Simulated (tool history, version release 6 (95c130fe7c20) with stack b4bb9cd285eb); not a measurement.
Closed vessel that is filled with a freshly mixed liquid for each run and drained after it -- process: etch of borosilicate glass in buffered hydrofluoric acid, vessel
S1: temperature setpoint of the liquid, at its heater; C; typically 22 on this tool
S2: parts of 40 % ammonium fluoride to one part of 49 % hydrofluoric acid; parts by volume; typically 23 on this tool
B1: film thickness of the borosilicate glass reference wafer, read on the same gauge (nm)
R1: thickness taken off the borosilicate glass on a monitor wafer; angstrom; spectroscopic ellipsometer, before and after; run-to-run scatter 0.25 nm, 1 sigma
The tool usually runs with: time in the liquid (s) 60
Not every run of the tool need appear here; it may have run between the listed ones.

Run 1, day 0: usual settings but S2 18 parts by volume, time in the liquid (s) 70; B1 129.95. Result: R1 507 angstrom.
Run 2, day 2.638: usual settings; B1 130. Result: R1 356.8 angstrom.
Run 3, day 3.912: usual settings; B1 129.98. Result: R1 356.6 angstrom.
Run 4, day 9.788: usual settings; B1 130.01. Result: R1 354.4 angstrom.
At day 11.133: hydrofluoric acid flow meter replaced.
At day 11.642: gauge calibrated.
Run 5, day 12.567: usual settings; B1 130. Result: R1 355.3 angstrom.
Run 6, day 13.667: usual settings; B1 129.98. Result: R1 361.2 angstrom.
At day 15.588: thermometer replaced.
Run 7, day 15.612: usual settings; B1 129.98. Result: R1 320.1 angstrom.
Run 8, day 16.988: usual settings; B1 130. Result: R1 316 angstrom.
Run 9, day 19.979: usual settings but S2 28 parts by volume, time in the liquid (s) 90; B1 129.99. Result: R1 416.9 angstrom.
Run 10, day 22.008: usual settings; B1 130. Result: R1 322.3 angstrom.
Run 11, day 24.167: usual settings but S1 19 C, S2 17.5 parts by volume, time in the liquid (s) 30; B1 129.96. Result: R1 173.1 angstrom.
Run 12, day 25.621: usual settings but S1 25 C, time in the liquid (s) 80; B1 129.97. Result: R1 502.9 angstrom.
Run 13, day 28.012: usual settings but S1 20.5 C, S2 17 parts by volume, time in the liquid (s) 30; B1 130.02. Result: R1 194.1 angstrom.
Run 14, day 30.7: usual settings but S1 19 C, S2 15.5 parts by volume; B1 130.03. Result: R1 395.3 angstrom.
At day 31.85: gauge calibrated.
Run 15, day 32.433: usual settings but S1 23.5 C, S2 16.5 parts by volume; B1 130. Result: R1 474.6 angstrom.
Run 16, day 35.188: usual settings but S1 25.5 C, S2 26 parts by volume, time in the liquid (s) 70; B1 130.01. Result: R1 418.7 angstrom.

Had the tool no unlogged condition, and each run kept its random variation, what would the results have been?
The tool's hidden condition here consists of: liquid hotter than its thermometer reads (K); hydrofluoric acid flow below the setpoint (%); gauge reads high (%).
run     R1
  1  457.7
  2  321.2
  3  320.5
  4  316.5
  5  316.2
  6  320.9
  7  319.8
  8  315.1
  9  414.2
 10  319.5
 11  171.2
 12  496.7
 13  191.2
 14  387.9
 15    465
 16  409.2
